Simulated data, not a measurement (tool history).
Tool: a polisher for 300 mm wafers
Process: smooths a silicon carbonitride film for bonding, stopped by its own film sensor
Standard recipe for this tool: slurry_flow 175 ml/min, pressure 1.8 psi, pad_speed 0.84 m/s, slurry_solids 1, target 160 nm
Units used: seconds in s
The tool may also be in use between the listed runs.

| run | day | slurry_flow | pressure | pad_speed | slurry_solids | target | wafers since the last listed run | wafers polished on this pad | hours since the slurry nozzle was cleaned | hours since the head pressure was calibrated | hours since the slurry blender was calibrated | incoming thickness of the incoming film, nm | seconds |
|---|---|---|---|---|---|---|---|---|---|---|---|---|---|
| 1 | 0 | 175 | 1.8 | 0.84 | 1.2 | 164 | 0 | 431 | 134 | 163.9 | 187.1 | 192.8 | 142.2 |
| 2 | 0.717 | 175 | 1.8 | 0.84 | 1.2 | 164 | 105 | 537 | 151.2 | 181.1 | 204.3 | 192.2 | 140.5 |
| 3 | 1.029 | 175 | 1.8 | 0.84 | 1.2 | 164 | 46 | 583 | 158.7 | 188.6 | 211.8 | 189.8 | 127.2 |
|  | 2.025 | worn pad replaced by a new one |
| 4 | 3.071 | 175 | 1.8 | 0.84 | 1 | 160 | 276 | 154 | 207.7 | 237.6 | 260.8 | 187.3 | 144.6 |
| 5 | 3.483 | 175 | 1.8 | 0.84 | 1 | 160 | 60 | 215 | 217.6 | 247.5 | 270.7 | 190.8 | 163 |
| 6 | 5.3 | 175 | 1.8 | 0.84 | 1 | 160 | 267 | 483 | 261.2 | 291.1 | 314.3 | 192 | 175.1 |
|  | 6.371 | worn pad replaced by a new one |
| 7 | 7.142 | 175 | 1.8 | 0.84 | 1 | 160 | 247 | 113 | 305.4 | 335.3 | 358.5 | 189.3 | 158.6 |
|  | 7.233 | slurry blender recalibrated |
| 8 | 7.442 | 175 | 1.8 | 0.84 | 1 | 160 | 31 | 145 | 312.6 | 342.5 | 5 | 188.7 | 156.8 |
| 9 | 8.029 | 175 | 1.8 | 0.84 | 1 | 160 | 86 | 232 | 326.7 | 356.6 | 19.1 | 189.4 | 158.8 |
| 10 | 8.725 | 175 | 1.8 | 0.84 | 1 | 160 | 102 | 334 | 343.4 | 373.3 | 35.8 | 187.9 | 152.9 |
|  | 10.604 | worn pad replaced by a new one |
| 11 | 10.946 | 175 | 1.8 | 0.84 | 1 | 160 | 302 | 50 | 396.7 | 426.6 | 89.1 | 190.6 | 166.2 |
|  | 11.421 | slurry nozzle cleaned |
| 12 | 11.562 | 175 | 1.8 | 0.84 | 1 | 160 | 84 | 135 | 3.4 | 441.4 | 103.9 | 187.7 | 149.9 |
| 13 | 12.242 | 175 | 1.8 | 0.84 | 1 | 160 | 100 | 235 | 19.7 | 457.7 | 120.2 | 189.9 | 166 |
| 14 | 12.638 | 175 | 1.8 | 0.84 | 0.85 | 160 | 58 | 293 | 29.2 | 467.2 | 129.7 | 192.1 | 191.2 |
| 15 | 13 | 175 | 1.8 | 0.84 | 1 | 160 | 53 | 347 | 37.9 | 475.9 | 138.4 | 190.9 | 171.6 |
| 16 | 13.546 | 120 | 1.8 | 0.84 | 1 | 160 | 80 | 427 | 51 | 489 | 151.5 | 191.6 | 181.8 |
| 17 | 13.796 | 140 | 1.4 | 1.1 | 0.7 | 160 | 36 | 464 | 57 | 495 | 157.5 | 191.7 | 230.5 |
|  | 14.446 | head pressure recalibrated |
| 18 | 14.467 | 150 | 1.6 | 0.84 | 1.1 | 164 | 86 | 551 | 73.1 | 0.5 | 173.6 | 186.8 | 136.1 |
|  | 14.758 | worn pad replaced by a new one |
| 19 | 14.779 | 175 | 1.8 | 0.84 | 1 | 160 | 21 | 3 | 80.6 | 8 | 181.1 | 192.2 | 169.2 |
| 20 | 15.433 | 175 | 1.2 | 0.84 | 1 | 151 | 96 | 99 | 96.3 | 23.7 | 196.8 | 188.6 | 308 |
| 21 | 15.842 | 140 | 1.8 | 0.84 | 1 | 167 | 60 | 159 | 106.1 | 33.5 | 206.6 | 192.8 | 145.3 |
| 22 | 16.4 | 175 | 2.1 | 1.14 | 1 | 160 | 82 | 242 | 119.5 | 46.9 | 220 | 189.9 | 111.2 |
| 23 | 16.712 | 175 | 1.8 | 0.84 | 1.25 | 151 | 46 | 288 | 127 | 54.4 | 227.5 | 189.2 | 186.9 |
| 24 | 17.167 | 220 | 1.6 | 0.54 | 1 | 164 | 66 | 355 | 137.9 | 65.3 | 238.4 | 188.1 | 206.5 |
| 25 | 17.625 | 175 | 1.8 | 0.84 | 1 | 165 | 67 | 422 | 148.9 | 76.3 | 249.4 | 193.1 | 153.5 |
| 26 | 18.167 | 175 | 1.8 | 0.84 | 1 | 160 | 79 | 502 | 161.9 | 89.3 | 262.4 | 188.5 | 150.4 |
| 27 | 18.838 | 175 | 1.8 | 0.84 | 1 | 160 | 98 | 601 | 178 | 105.4 | 278.5 | 186.2 | 145.4 |
| 28 | 19.321 | 175 | 2.1 | 0.7 | 1 | 160 | 71 | 672 | 189.6 | 117 | 290.1 | 189.7 | 158.2 |

Across each entry between runs, compare the hidden state at the last listed run before it with the hidden state at the first listed run after it:
From run 3 to run 4: worn pad replaced by a new one (day 2.025)
  the hidden state is the same at both runs
From run 6 to run 7: worn pad replaced by a new one (day 6.371)
  the hidden state is the same at both runs
From run 7 to run 8: slurry blender recalibrated (day 7.233)
  the hidden state is the same at both runs
From run 10 to run 11: worn pad replaced by a new one (day 10.604)
  the hidden state is the same at both runs
From run 11 to run 12: slurry nozzle cleaned (day 11.421)
  the hidden state is the same at both runs
From run 17 to run 18: head pressure recalibrated (day 14.446)
  the hidden state is the same at both runs
From run 18 to run 19: worn pad replaced by a new one (day 14.758)
  the hidden state is the same at both runs
